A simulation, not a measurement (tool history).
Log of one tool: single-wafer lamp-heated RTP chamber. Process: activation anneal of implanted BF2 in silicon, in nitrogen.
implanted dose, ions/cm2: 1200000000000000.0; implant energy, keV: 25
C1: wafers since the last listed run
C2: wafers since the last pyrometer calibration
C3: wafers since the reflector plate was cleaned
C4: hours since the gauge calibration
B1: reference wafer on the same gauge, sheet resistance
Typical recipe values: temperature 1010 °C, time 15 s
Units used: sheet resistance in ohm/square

{"run": 1, "hour": 0.0, "temperature": 1010, "time": 8, "C1": 0, "C2": 1921, "C3": 11092, "C4": 320.4, "B1": 147.84, "sheet resistance": 173.74}
{"run": 2, "hour": 8.1, "temperature": 1010, "time": 8, "C1": 79, "C2": 2001, "C3": 11171, "C4": 328.5, "B1": 148.09, "sheet resistance": 172.75}
{"run": 3, "hour": 21.0, "temperature": 1010, "time": 8, "C1": 126, "C2": 2127, "C3": 11297, "C4": 341.4, "B1": 148, "sheet resistance": 171.36}
{"run": 4, "hour": 38.6, "temperature": 1010, "time": 15, "C1": 172, "C2": 2299, "C3": 11469, "C4": 359, "B1": 147.86, "sheet resistance": 158.78}
{"run": 5, "hour": 56.0, "temperature": 1010, "time": 19, "C1": 170, "C2": 2469, "C3": 11640, "C4": 376.4, "B1": 147.89, "sheet resistance": 152.11}
{"run": 6, "hour": 69.8, "temperature": 1010, "time": 19, "C1": 135, "C2": 2604, "C3": 11775, "C4": 390.2, "B1": 147.93, "sheet resistance": 149.84}
{"run": 7, "hour": 81.2, "temperature": 1010, "time": 15, "C1": 111, "C2": 2716, "C3": 11886, "C4": 401.6, "B1": 147.94, "sheet resistance": 156.11}
{"hour": 100.2, "done": "reflector plate cleaned"}
{"hour": 103.5, "done": "pyrometer window cleaned and pyrometer calibrated"}
{"run": 8, "hour": 104.0, "temperature": 992, "time": 11, "C1": 111, "C2": 4, "C3": 4, "C4": 424.4, "B1": 147.92, "sheet resistance": 194.12}
{"run": 9, "hour": 108.9, "temperature": 1010, "time": 15, "C1": 47, "C2": 52, "C3": 52, "C4": 429.3, "B1": 147.82, "sheet resistance": 168.05}
{"run": 10, "hour": 121.3, "temperature": 1010, "time": 15, "C1": 121, "C2": 173, "C3": 173, "C4": 441.7, "B1": 147.89, "sheet resistance": 166.58}
{"run": 11, "hour": 136.9, "temperature": 1010, "time": 15, "C1": 152, "C2": 326, "C3": 326, "C4": 457.3, "B1": 147.9, "sheet resistance": 165.58}
{"run": 12, "hour": 149.3, "temperature": 1010, "time": 15, "C1": 121, "C2": 447, "C3": 447, "C4": 469.7, "B1": 148.33, "sheet resistance": 166.46}
{"run": 13, "hour": 163.1, "temperature": 1010, "time": 15, "C1": 135, "C2": 582, "C3": 582, "C4": 483.5, "B1": 148.19, "sheet resistance": 165.46}
{"run": 14, "hour": 177.2, "temperature": 1010, "time": 15, "C1": 137, "C2": 720, "C3": 720, "C4": 497.6, "B1": 148.2, "sheet resistance": 164.06}
{"run": 15, "hour": 186.4, "temperature": 1010, "time": 20, "C1": 90, "C2": 810, "C3": 810, "C4": 506.8, "B1": 148.19, "sheet resistance": 157.09}
{"run": 16, "hour": 195.7, "temperature": 1010, "time": 15, "C1": 91, "C2": 901, "C3": 901, "C4": 516.1, "B1": 148.16, "sheet resistance": 164.18}
{"run": 17, "hour": 212.6, "temperature": 1010, "time": 15, "C1": 165, "C2": 1067, "C3": 1067, "C4": 533, "B1": 148.08, "sheet resistance": 162.57}
{"run": 18, "hour": 259.5, "temperature": 992, "time": 19, "C1": 458, "C2": 1526, "C3": 1526, "C4": 579.9, "B1": 148.26, "sheet resistance": 175.02}
{"run": 19, "hour": 267.0, "temperature": 1022, "time": 7, "C1": 73, "C2": 1599, "C3": 1599, "C4": 587.4, "B1": 147.93, "sheet resistance": 164.52}
{"run": 20, "hour": 282.8, "temperature": 1022, "time": 12, "C1": 154, "C2": 1754, "C3": 1754, "C4": 603.2, "B1": 148.06, "sheet resistance": 153.55}
{"run": 21, "hour": 291.1, "temperature": 997, "time": 6, "C1": 81, "C2": 1835, "C3": 1835, "C4": 611.5, "B1": 148.08, "sheet resistance": 190.18}
{"run": 22, "hour": 304.0, "temperature": 1010, "time": 23, "C1": 126, "C2": 1961, "C3": 1961, "C4": 624.4, "B1": 148.15, "sheet resistance": 150.28}
{"run": 23, "hour": 321.3, "temperature": 1031, "time": 20, "C1": 169, "C2": 2130, "C3": 2130, "C4": 641.7, "B1": 147.96, "sheet resistance": 137.42}
{"run": 24, "hour": 338.9, "temperature": 1010, "time": 20, "C1": 172, "C2": 2303, "C3": 2303, "C4": 659.3, "B1": 148.21, "sheet resistance": 150.46}
{"run": 25, "hour": 355.5, "temperature": 1020, "time": 11, "C1": 162, "C2": 2465, "C3": 2465, "C4": 675.9, "B1": 148.15, "sheet resistance": 153.92}
{"hour": 358.6, "done": "gauge calibrated"}
{"run": 26, "hour": 372.0, "temperature": 997, "time": 8, "C1": 161, "C2": 2627, "C3": 2627, "C4": 13.4, "B1": 147.89, "sheet resistance": 181.79}
{"run": 27, "hour": 380.5, "temperature": 1031, "time": 22, "C1": 83, "C2": 2710, "C3": 2710, "C4": 21.9, "B1": 148.14, "sheet resistance": 133.78}
{"run": 28, "hour": 386.7, "temperature": 980, "time": 19, "C1": 60, "C2": 2770, "C3": 2770, "C4": 28.1, "B1": 148.3, "sheet resistance": 187.06}
{"run": 29, "hour": 404.7, "temperature": 1001, "time": 23, "C1": 176, "C2": 2947, "C3": 2947, "C4": 46.1, "B1": 148.27, "sheet resistance": 156.88}
{"hour": 413.1, "done": "pyrometer window cleaned and pyrometer calibrated"}
{"run": 30, "hour": 413.6, "temperature": 1001, "time": 10, "C1": 8, "C2": 5, "C3": 2955, "C4": 55, "B1": 148.16, "sheet resistance": 184.87}
{"run": 31, "hour": 418.3, "temperature": 984, "time": 7, "C1": 45, "C2": 51, "C3": 3001, "C4": 59.7, "B1": 148.29, "sheet resistance": 209.38}
{"run": 32, "hour": 425.5, "temperature": 1010, "time": 15, "C1": 70, "C2": 121, "C3": 3072, "C4": 66.9, "B1": 148.2, "sheet resistance": 164.94}
{"run": 33, "hour": 440.4, "temperature": 1022, "time": 15, "C1": 145, "C2": 267, "C3": 3218, "C4": 81.8, "B1": 148.08, "sheet resistance": 152.34}
{"run": 34, "hour": 456.3, "temperature": 1025, "time": 7, "C1": 155, "C2": 423, "C3": 3373, "C4": 97.7, "B1": 148.11, "sheet resistance": 163.64}
{"run": 35, "hour": 485.5, "temperature": 1028, "time": 18, "C1": 285, "C2": 708, "C3": 3659, "C4": 126.9, "B1": 147.83, "sheet resistance": 143.83}
{"run": 36, "hour": 496.3, "temperature": 1032, "time": 20, "C1": 105, "C2": 814, "C3": 3765, "C4": 137.7, "B1": 148.06, "sheet resistance": 139.3}
{"run": 37, "hour": 510.0, "temperature": 1010, "time": 18, "C1": 134, "C2": 948, "C3": 3899, "C4": 151.4, "B1": 148.27, "sheet resistance": 158.93}
{"run": 38, "hour": 516.5, "temperature": 982, "time": 8, "C1": 63, "C2": 1012, "C3": 3962, "C4": 157.9, "B1": 147.93, "sheet resistance": 205.28}

Pick out some run-to-run changes in sheet resistance. Of each, how much would a tool without hidden state show as well, from the settings, what came in and chance, and how much is left for the hidden state and any gauge scatter not in both results compared?
What the log doesn't record here: true wafer temperature minus pyrometer reading, K; wafer temperature error from the tarnished reflector plate, K; gauge reads high (%).
Run 7 -> 8: temperature 1010 -> 992, time 15 -> 11, reflector plate cleaned, pyrometer window cleaned and pyrometer calibrated. sheet resistance +38.01 ohm/square: hidden state +10.42, all else +27.59.
Run 26 -> 27: temperature 997 -> 1031, time 8 -> 22. sheet resistance -48.01 ohm/square: hidden state +4.61, all else -52.62.
Run 27 -> 28: temperature 1031 -> 980, time 22 -> 19. sheet resistance +53.28 ohm/square: hidden state -8.21, all else +61.49.
Run 29 -> 30: time 23 -> 10, pyrometer window cleaned and pyrometer calibrated. sheet resistance +27.99 ohm/square: hidden state +10.83, all else +17.16.
Run 37 -> 38: temperature 1010 -> 982, time 18 -> 8. sheet resistance +46.35 ohm/square: hidden state -1.36, all else +47.71.
